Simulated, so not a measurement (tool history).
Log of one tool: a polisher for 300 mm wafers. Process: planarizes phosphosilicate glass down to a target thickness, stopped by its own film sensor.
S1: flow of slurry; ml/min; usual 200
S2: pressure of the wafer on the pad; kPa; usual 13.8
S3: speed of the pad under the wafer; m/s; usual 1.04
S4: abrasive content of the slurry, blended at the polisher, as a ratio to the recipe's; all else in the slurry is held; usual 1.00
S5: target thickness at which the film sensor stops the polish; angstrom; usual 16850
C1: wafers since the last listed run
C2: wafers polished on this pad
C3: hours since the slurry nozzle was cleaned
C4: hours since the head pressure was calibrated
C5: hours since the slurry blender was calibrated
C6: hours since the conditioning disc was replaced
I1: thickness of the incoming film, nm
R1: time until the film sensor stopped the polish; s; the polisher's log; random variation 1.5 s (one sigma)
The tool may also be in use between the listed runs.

{"run": 1, "day": 0.0, "S1": 200, "S2": 13.8, "S3": 1.04, "S4": 1.0, "S5": 16850, "C1": 0, "C2": 1284, "C3": 266.7, "C4": 297.2, "C5": 56.7, "C6": 365.2, "I1": 2316.4, "R1": 120.6}
{"run": 2, "day": 2.75, "S1": 200, "S2": 13.8, "S3": 1.04, "S4": 1.0, "S5": 16850, "C1": 445, "C2": 1730, "C3": 332.7, "C4": 363.2, "C5": 122.7, "C6": 431.2, "I1": 2256.3, "R1": 112.4}
{"day": 11.779, "done": "conditioning disc replaced and pad reconditioned"}
{"run": 3, "day": 13.504, "S1": 200, "S2": 13.8, "S3": 1.04, "S4": 1.0, "S5": 18440, "C1": 1727, "C2": 3457, "C3": 590.8, "C4": 621.3, "C5": 380.8, "C6": 41.4, "I1": 2267.5, "R1": 87.0}
{"day": 18.338, "done": "slurry nozzle cleaned"}
{"day": 19.308, "done": "worn pad replaced by a new one"}
{"day": 22.721, "done": "head pressure recalibrated"}
{"run": 4, "day": 23.267, "S1": 200, "S2": 13.8, "S3": 1.04, "S4": 1.0, "S5": 18440, "C1": 1533, "C2": 626, "C3": 118.3, "C4": 13.1, "C5": 615.1, "C6": 275.7, "I1": 2238.9, "R1": 80.8}
{"day": 26.996, "done": "slurry blender recalibrated, repeated, since the last time left the tool worse"}
{"run": 5, "day": 27.017, "S1": 200, "S2": 13.8, "S3": 1.04, "S4": 1.0, "S5": 18440, "C1": 593, "C2": 1220, "C3": 208.3, "C4": 103.1, "C5": 0.5, "C6": 365.7, "I1": 2226.9, "R1": 63.9}
{"run": 6, "day": 29.317, "S1": 200, "S2": 13.8, "S3": 1.04, "S4": 1.0, "S5": 16850, "C1": 372, "C2": 1592, "C3": 263.5, "C4": 158.3, "C5": 55.7, "C6": 420.9, "I1": 2264.9, "R1": 97.8}
{"run": 7, "day": 32.558, "S1": 200, "S2": 13.8, "S3": 1.04, "S4": 1.0, "S5": 16850, "C1": 524, "C2": 2117, "C3": 341.3, "C4": 236.1, "C5": 133.5, "C6": 498.7, "I1": 2296.5, "R1": 105.3}
{"run": 8, "day": 35.996, "S1": 200, "S2": 13.8, "S3": 1.34, "S4": 1.0, "S5": 16850, "C1": 556, "C2": 2673, "C3": 423.8, "C4": 318.6, "C5": 216.0, "C6": 581.2, "I1": 2237.9, "R1": 78.9}
{"day": 36.271, "done": "conditioning disc replaced and pad reconditioned"}
{"run": 9, "day": 40.175, "S1": 170, "S2": 13.8, "S3": 0.78, "S4": 1.0, "S5": 16850, "C1": 662, "C2": 3336, "C3": 524.1, "C4": 418.9, "C5": 316.3, "C6": 93.7, "I1": 2289.2, "R1": 136.1}
{"run": 10, "day": 42.929, "S1": 200, "S2": 16.5, "S3": 1.04, "S4": 1.25, "S5": 16850, "C1": 445, "C2": 3782, "C3": 590.2, "C4": 485.0, "C5": 382.4, "C6": 159.8, "I1": 2270.3, "R1": 78.2}
{"run": 11, "day": 45.496, "S1": 145, "S2": 10.3, "S3": 1.04, "S4": 0.8, "S5": 16850, "C1": 415, "C2": 4198, "C3": 651.8, "C4": 546.6, "C5": 444.0, "C6": 221.4, "I1": 2281.4, "R1": 158.8}
{"day": 46.567, "done": "worn pad replaced by a new one"}
{"day": 48.521, "done": "slurry nozzle cleaned"}
{"run": 12, "day": 49.562, "S1": 200, "S2": 13.8, "S3": 1.22, "S4": 1.0, "S5": 16850, "C1": 624, "C2": 477, "C3": 25.0, "C4": 644.2, "C5": 541.6, "C6": 319.0, "I1": 2317.2, "R1": 99.4}
{"day": 50.071, "done": "slurry blender recalibrated"}
{"run": 13, "day": 52.812, "S1": 200, "S2": 13.8, "S3": 1.04, "S4": 1.0, "S5": 16850, "C1": 512, "C2": 990, "C3": 103.0, "C4": 722.2, "C5": 65.8, "C6": 397.0, "I1": 2298.1, "R1": 101.2}
{"run": 14, "day": 56.579, "S1": 200, "S2": 13.8, "S3": 1.04, "S4": 1.15, "S5": 18150, "C1": 609, "C2": 1600, "C3": 193.4, "C4": 812.6, "C5": 156.2, "C6": 487.4, "I1": 2244.5, "R1": 69.3}
{"day": 58.892, "done": "conditioning disc replaced and pad reconditioned"}
{"run": 15, "day": 58.975, "S1": 200, "S2": 18.6, "S3": 1.28, "S4": 0.9, "S5": 16850, "C1": 374, "C2": 1974, "C3": 250.9, "C4": 870.1, "C5": 213.7, "C6": 2.0, "I1": 2289.9, "R1": 72.9}
{"day": 61.146, "done": "head pressure recalibrated"}
{"run": 16, "day": 61.879, "S1": 150, "S2": 13.8, "S3": 1.04, "S4": 0.85, "S5": 16850, "C1": 456, "C2": 2431, "C3": 320.6, "C4": 17.6, "C5": 283.4, "C6": 71.7, "I1": 2227.2, "R1": 105.8}
{"run": 17, "day": 66.212, "S1": 200, "S2": 13.8, "S3": 1.04, "S4": 1.0, "S5": 16850, "C1": 701, "C2": 3132, "C3": 424.6, "C4": 121.6, "C5": 387.4, "C6": 175.7, "I1": 2290.8, "R1": 103.8}
{"run": 18, "day": 68.925, "S1": 180, "S2": 18.6, "S3": 0.76, "S4": 1.0, "S5": 16850, "C1": 439, "C2": 3571, "C3": 489.7, "C4": 186.7, "C5": 452.5, "C6": 240.8, "I1": 2260.3, "R1": 100.8}
{"day": 70.9, "done": "worn pad replaced by a new one"}
{"run": 19, "day": 72.296, "S1": 145, "S2": 15.2, "S3": 1.18, "S4": 1.0, "S5": 18840, "C1": 518, "C2": 225, "C3": 570.6, "C4": 267.6, "C5": 533.4, "C6": 321.7, "I1": 2235.5, "R1": 52.5}
{"day": 72.608, "done": "slurry nozzle cleaned"}
{"day": 74.467, "done": "slurry blender recalibrated"}
{"run": 20, "day": 75.696, "S1": 200, "S2": 13.8, "S3": 1.04, "S4": 1.0, "S5": 16850, "C1": 530, "C2": 755, "C3": 74.1, "C4": 349.2, "C5": 29.5, "C6": 403.3, "I1": 2290.3, "R1": 101.3}
{"run": 21, "day": 78.908, "S1": 175, "S2": 13.8, "S3": 0.68, "S4": 0.8, "S5": 16320, "C1": 519, "C2": 1275, "C3": 151.2, "C4": 426.3, "C5": 106.6, "C6": 480.4, "I1": 2292.4, "R1": 180.9}
{"run": 22, "day": 82.029, "S1": 200, "S2": 11.7, "S3": 0.92, "S4": 1.0, "S5": 17470, "C1": 505, "C2": 1781, "C3": 226.1, "C4": 501.2, "C5": 181.5, "C6": 555.3, "I1": 2243.8, "R1": 108.5}
{"run": 23, "day": 84.621, "S1": 225, "S2": 11.0, "S3": 1.2, "S4": 1.0, "S5": 16850, "C1": 419, "C2": 2200, "C3": 288.3, "C4": 563.4, "C5": 243.7, "C6": 617.5, "I1": 2266.3, "R1": 110.6}
{"run": 24, "day": 86.292, "S1": 200, "S2": 13.8, "S3": 1.04, "S4": 1.0, "S5": 16850, "C1": 270, "C2": 2471, "C3": 328.4, "C4": 603.5, "C5": 283.8, "C6": 657.6, "I1": 2250.2, "R1": 95.5}
{"day": 87.517, "done": "conditioning disc replaced and pad reconditioned"}
{"run": 25, "day": 88.321, "S1": 200, "S2": 15.9, "S3": 1.04, "S4": 1.0, "S5": 17420, "C1": 314, "C2": 2786, "C3": 377.1, "C4": 652.2, "C5": 332.5, "C6": 19.3, "I1": 2227.7, "R1": 74.6}

Forecast each of these 4 alternatives for the next run:
{"run": "A", "day": 88.342, "S1": 200, "S2": 13.8, "S3": 1.04, "S4": 1.0, "S5": 16850, "C1": 3, "C2": 2789, "C3": 377.6, "C4": 652.7, "C5": 333.0, "C6": 19.8, "I1": 2261.8, "R1": "?"}
{"run": "B", "day": 88.342, "S1": 200, "S2": 16.5, "S3": 1.04, "S4": 1.0, "S5": 16850, "C1": 3, "C2": 2789, "C3": 377.6, "C4": 652.7, "C5": 333.0, "C6": 19.8, "I1": 2261.8, "R1": "?"}
{"run": "C", "day": 88.342, "S1": 200, "S2": 9.7, "S3": 1.14, "S4": 0.75, "S5": 18240, "C1": 3, "C2": 2789, "C3": 377.6, "C4": 652.7, "C5": 333.0, "C6": 19.8, "I1": 2261.8, "R1": "?"}
{"run": "D", "day": 88.342, "S1": 200, "S2": 13.8, "S3": 1.04, "S4": 1.1, "S5": 16850, "C1": 3, "C2": 2789, "C3": 377.6, "C4": 652.7, "C5": 333.0, "C6": 19.8, "I1": 2261.8, "R1": "?"}

run=A R1=101.7
run=B R1=85.8
run=C R1=116.0
run=D R1=97.2
Without the tool's hidden state the same runs would have given:
run=A R1=96.6
run=B R1=81.5
run=C R1=109.2
run=D R1=92.5
